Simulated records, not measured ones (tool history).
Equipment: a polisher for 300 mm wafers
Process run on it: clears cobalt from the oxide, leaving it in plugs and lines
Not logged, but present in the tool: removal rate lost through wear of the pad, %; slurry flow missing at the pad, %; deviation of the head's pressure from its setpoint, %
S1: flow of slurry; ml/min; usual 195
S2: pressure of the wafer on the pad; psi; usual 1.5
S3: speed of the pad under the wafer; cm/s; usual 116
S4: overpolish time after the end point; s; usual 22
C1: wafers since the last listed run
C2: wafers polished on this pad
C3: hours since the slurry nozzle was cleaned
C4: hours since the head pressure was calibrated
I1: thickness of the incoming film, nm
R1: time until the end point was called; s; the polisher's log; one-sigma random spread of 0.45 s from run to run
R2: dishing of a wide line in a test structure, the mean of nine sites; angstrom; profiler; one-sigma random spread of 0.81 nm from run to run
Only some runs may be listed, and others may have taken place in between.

Run 1, hour 0.0: usual settings; C1 0; C2 235; C3 268.4; C4 684.5; I1 199.2. Result: R1 41.4 s, R2 483 angstrom.
Run 2, hour 7.9: usual settings; C1 115; C2 351; C3 276.3; C4 692.4; I1 200.2. Result: R1 41.5 s, R2 485 angstrom.
At hour 39.9: slurry nozzle cleaned.
Run 3, hour 60.0: usual settings; C1 747; C2 1098; C3 20.1; C4 744.5; I1 200.0. Result: R1 43.0 s, R2 480 angstrom.
Run 4, hour 75.8: usual settings; C1 230; C2 1329; C3 35.9; C4 760.3; I1 200.9. Result: R1 44.2 s, R2 485 angstrom.
Run 5, hour 84.5: usual settings but S2 1.4 psi; C1 127; C2 1456; C3 44.6; C4 769.0; I1 201.4. Result: R1 46.9 s, R2 455 angstrom.
Run 6, hour 93.6: usual settings but S2 1.4 psi; C1 133; C2 1589; C3 53.7; C4 778.1; I1 203.7. Result: R1 46.6 s, R2 465 angstrom.
Run 7, hour 105.1: usual settings but S2 1.4 psi; C1 168; C2 1757; C3 65.2; C4 789.6; I1 201.9. Result: R1 47.0 s, R2 471 angstrom.
At hour 123.9: worn pad replaced by a new one.
Run 8, hour 151.7: usual settings; C1 622; C2 406; C3 111.8; C4 836.2; I1 203.0. Result: R1 43.7 s, R2 486 angstrom.
At hour 155.5: slurry nozzle cleaned, repeated, since the last time left the tool worse.
Run 9, hour 166.9: usual settings; C1 207; C2 613; C3 11.4; C4 851.4; I1 202.3. Result: R1 40.8 s, R2 479 angstrom.
Run 10, hour 176.2: usual settings; C1 135; C2 749; C3 20.7; C4 860.7; I1 200.7. Result: R1 40.4 s, R2 491 angstrom.
At hour 178.5: head pressure recalibrated.
Run 11, hour 190.7: usual settings; C1 182; C2 932; C3 35.2; C4 12.2; I1 202.2. Result: R1 40.8 s, R2 487 angstrom.
Run 12, hour 223.0: usual settings; C1 472; C2 1404; C3 67.5; C4 44.5; I1 198.4. Result: R1 40.2 s, R2 492 angstrom.
Run 13, hour 232.3: usual settings but S2 1.3 psi, S3 98 cm/s, S4 12 s; C1 135; C2 1540; C3 76.8; C4 53.8; I1 196.5. Result: R1 53.6 s, R2 303 angstrom.
Run 14, hour 248.9: usual settings; C1 242; C2 1783; C3 93.4; C4 70.4; I1 201.7. Result: R1 40.6 s, R2 483 angstrom.
At hour 257.5: worn pad replaced by a new one.
Run 15, hour 259.9: usual settings but S2 1.4 psi; C1 102; C2 35; C3 104.4; C4 81.4; I1 197.0. Result: R1 42.9 s, R2 461 angstrom.
Run 16, hour 270.1: usual settings but S1 170 ml/min, S2 1.9 psi; C1 149; C2 184; C3 114.6; C4 91.6; I1 202.1. Result: R1 33.6 s, R2 519 angstrom.
Run 17, hour 287.5: usual settings but S3 76 cm/s; C1 254; C2 439; C3 132.0; C4 109.0; I1 202.7. Result: R1 62.7 s, R2 407 angstrom.
Run 18, hour 301.2: usual settings but S1 165 ml/min, S3 92 cm/s, S4 34 s; C1 200; C2 639; C3 145.7; C4 122.7; I1 202.0. Result: R1 52.3 s, R2 532 angstrom.
Run 19, hour 315.1: usual settings; C1 203; C2 842; C3 159.6; C4 136.6; I1 202.4. Result: R1 41.6 s, R2 492 angstrom.
Run 20, hour 324.3: usual settings but S1 245 ml/min; C1 134; C2 977; C3 168.8; C4 145.8; I1 200.9. Result: R1 40.1 s, R2 486 angstrom.
Run 21, hour 336.2: usual settings; C1 173; C2 1151; C3 180.7; C4 157.7; I1 201.9. Result: R1 41.0 s, R2 494 angstrom.
Run 22, hour 348.0: usual settings but S1 255 ml/min, S2 1.2 psi, S3 152 cm/s, S4 26 s; C1 172; C2 1323; C3 192.5; C4 169.5; I1 197.1. Result: R1 37.7 s, R2 551 angstrom.
Run 23, hour 359.8: usual settings but S4 14 s; C1 172; C2 1496; C3 204.3; C4 181.3; I1 199.7. Result: R1 40.9 s, R2 386 angstrom.
Run 24, hour 373.4: usual settings; C1 198; C2 1694; C3 217.9; C4 194.9; I1 200.9. Result: R1 41.3 s, R2 502 angstrom.
Run 25, hour 383.5: usual settings but S2 2.0 psi, S3 126 cm/s, S4 10 s; C1 147; C2 1842; C3 228.0; C4 205.0; I1 199.7. Result: R1 28.8 s, R2 397 angstrom.
Run 26, hour 393.4: usual settings; C1 144; C2 1987; C3 237.9; C4 214.9; I1 200.4. Result: R1 41.9 s, R2 487 angstrom.
At hour 399.0: worn pad replaced by a new one.
Run 27, hour 405.3: usual settings but S3 134 cm/s, S4 10 s; C1 115; C2 92; C3 249.8; C4 226.8; I1 198.8. Result: R1 35.5 s, R2 346 angstrom.
Run 28, hour 419.9: usual settings but S1 215 ml/min, S3 144 cm/s; C1 213; C2 306; C3 264.4; C4 241.4; I1 198.8. Result: R1 32.6 s, R2 520 angstrom.
Run 29, hour 428.3: usual settings but S3 90 cm/s, S4 15 s; C1 122; C2 428; C3 272.8; C4 249.8; I1 199.3. Result: R1 53.0 s, R2 355 angstrom.
Run 30, hour 443.2: usual settings but S1 250 ml/min, S2 1.9 psi, S4 9 s; C1 217; C2 646; C3 287.7; C4 264.7; I1 200.8. Result: R1 32.8 s, R2 354 angstrom.
Run 31, hour 454.1: usual settings but S1 225 ml/min, S2 1.3 psi, S3 136 cm/s, S4 32 s; C1 159; C2 806; C3 298.6; C4 275.6; I1 198.8. Result: R1 40.1 s, R2 555 angstrom.
At hour 459.5: slurry nozzle cleaned.
Run 32, hour 501.8: usual settings; C1 682; C2 1488; C3 42.3; C4 323.3; I1 198.7. Result: R1 40.5 s, R2 495 angstrom.
Run 33, hour 511.3: usual settings; C1 138; C2 1627; C3 51.8; C4 332.8; I1 201.0. Result: R1 40.3 s, R2 494 angstrom.
Run 34, hour 519.0: usual settings but S2 1.8 psi, S3 150 cm/s, S4 32 s; C1 112; C2 1740; C3 59.5; C4 340.5; I1 201.6. Result: R1 27.5 s, R2 592 angstrom.

A few steps of R1 between consecutive runs. Split each: what settings, incoming material and random variation would produce without the hidden state, and what is left over for the hidden state, along with gauge scatter present in only one of the two compared results (measured, and without hidden state):
Run 2 -> 3: slurry nozzle cleaned. R1 +1.5 s: hidden state +1.9, all else -0.4.
Run 8 -> 9: slurry nozzle cleaned, repeated, since the last time left the tool worse. R1 -2.9 s: hidden state -3.3, all else +0.4.
Run 16 -> 17: S1 170 -> 195, S2 1.9 -> 1.5, S3 116 -> 76. R1 +29.1 s: hidden state +0.2, all else +28.9.
Run 28 -> 29: S1 215 -> 195, S3 144 -> 90, S4 22 -> 15. R1 +20.4 s: hidden state +0.6, all else +19.8.
Run 29 -> 30: S1 195 -> 250, S2 1.5 -> 1.9, S3 90 -> 116, S4 15 -> 9. R1 -20.2 s: hidden state -0.5, all else -19.7.
Run 31 -> 32: S1 225 -> 195, S2 1.3 -> 1.5, S3 136 -> 116, S4 32 -> 22, slurry nozzle cleaned. R1 +0.4 s: hidden state -1.1, all else +1.5.
